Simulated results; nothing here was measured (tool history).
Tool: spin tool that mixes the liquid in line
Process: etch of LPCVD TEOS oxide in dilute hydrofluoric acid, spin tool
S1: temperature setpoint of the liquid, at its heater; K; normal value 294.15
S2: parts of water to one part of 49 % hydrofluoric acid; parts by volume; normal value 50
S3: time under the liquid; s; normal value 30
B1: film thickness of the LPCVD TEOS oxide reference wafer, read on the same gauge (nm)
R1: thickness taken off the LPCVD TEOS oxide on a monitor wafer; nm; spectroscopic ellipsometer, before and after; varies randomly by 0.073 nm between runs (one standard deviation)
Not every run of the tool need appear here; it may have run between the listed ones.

run 1 day=0.000 | S1=294.15 S2=65 S3=30 | B1=99.99 | R1=17.10
run 2 day=0.850 | S1=294.15 S2=65 S3=30 | B1=99.99 | R1=17.17
run 3 day=1.167 | S1=294.15 S2=65 S3=30 | B1=100.00 | R1=17.15
run 4 day=1.646 | S1=290.65 S2=40 S3=30 | B1=100.00 | R1=24.73
run 5 day=2.000 | S1=290.65 S2=40 S3=30 | B1=100.04 | R1=24.74
run 6 day=2.588 | S1=298.15 S2=50 S3=30 | B1=100.01 | R1=27.00
run 7 day=2.929 | S1=294.15 S2=50 S3=30 | B1=100.00 | R1=22.78
run 8 day=3.642 | S1=294.15 S2=50 S3=30 | B1=100.05 | R1=22.81
run 9 day=4.279 | S1=294.15 S2=60 S3=30 | B1=99.98 | R1=18.79
run 10 day=4.842 | S1=294.15 S2=60 S3=30 | B1=99.98 | R1=18.91
-- day=4.883 thermometer replaced
run 11 day=5.533 | S1=291.15 S2=50 S3=30 | B1=99.99 | R1=19.02
run 12 day=6.112 | S1=291.15 S2=50 S3=30 | B1=99.99 | R1=18.86
run 13 day=6.762 | S1=294.15 S2=50 S3=30 | B1=99.99 | R1=21.56
run 14 day=7.225 | S1=292.15 S2=75 S3=35 | B1=99.98 | R1=14.91
-- day=7.604 hydrofluoric acid flow meter replaced
run 15 day=7.667 | S1=298.15 S2=70 S3=40 | B1=100.01 | R1=23.51
run 16 day=8.062 | S1=298.15 S2=70 S3=40 | B1=99.98 | R1=23.58
run 17 day=8.700 | S1=294.15 S2=50 S3=25 | B1=100.03 | R1=17.92
run 18 day=9.200 | S1=290.65 S2=35 S3=15 | B1=100.01 | R1=13.47
run 19 day=9.742 | S1=298.65 S2=40 S3=15 | B1=100.00 | R1=16.42
-- day=10.283 gauge calibrated
run 20 day=10.400 | S1=296.65 S2=40 S3=40 | B1=99.98 | R1=40.38
run 21 day=10.825 | S1=292.15 S2=50 S3=40 | B1=99.97 | R1=26.21
run 22 day=11.521 | S1=295.65 S2=35 S3=35 | B1=99.99 | R1=38.94
run 23 day=11.946 | S1=294.15 S2=50 S3=50 | B1=99.99 | R1=35.88
run 24 day=12.238 | S1=298.15 S2=40 S3=30 | B1=99.99 | R1=32.40
run 25 day=12.725 | S1=290.65 S2=35 S3=15 | B1=99.99 | R1=13.49
run 26 day=13.096 | S1=291.65 S2=50 S3=30 | B1=99.98 | R1=19.47
run 27 day=13.412 | S1=294.15 S2=25 S3=30 | B1=100.01 | R1=44.46

3 options for the next run, each taken on its own from the tool as it stands now. Forecast them:
run A day=13.429 | S1=294.15 S2=50 S3=30 | B1=? | R1=?
run B day=13.429 | S1=297.15 S2=30 S3=30 | B1=? | R1=?
run C day=13.429 | S1=295.65 S2=40 S3=25 | B1=? | R1=?

run=A B1=100.00 R1=21.69
run=B B1=100.00 R1=42.07
run=C B1=100.00 R1=24.37
With no hidden state in the tool, these same runs would have given:
run=A R1=21.39
run=B R1=41.49
run=C R1=24.03

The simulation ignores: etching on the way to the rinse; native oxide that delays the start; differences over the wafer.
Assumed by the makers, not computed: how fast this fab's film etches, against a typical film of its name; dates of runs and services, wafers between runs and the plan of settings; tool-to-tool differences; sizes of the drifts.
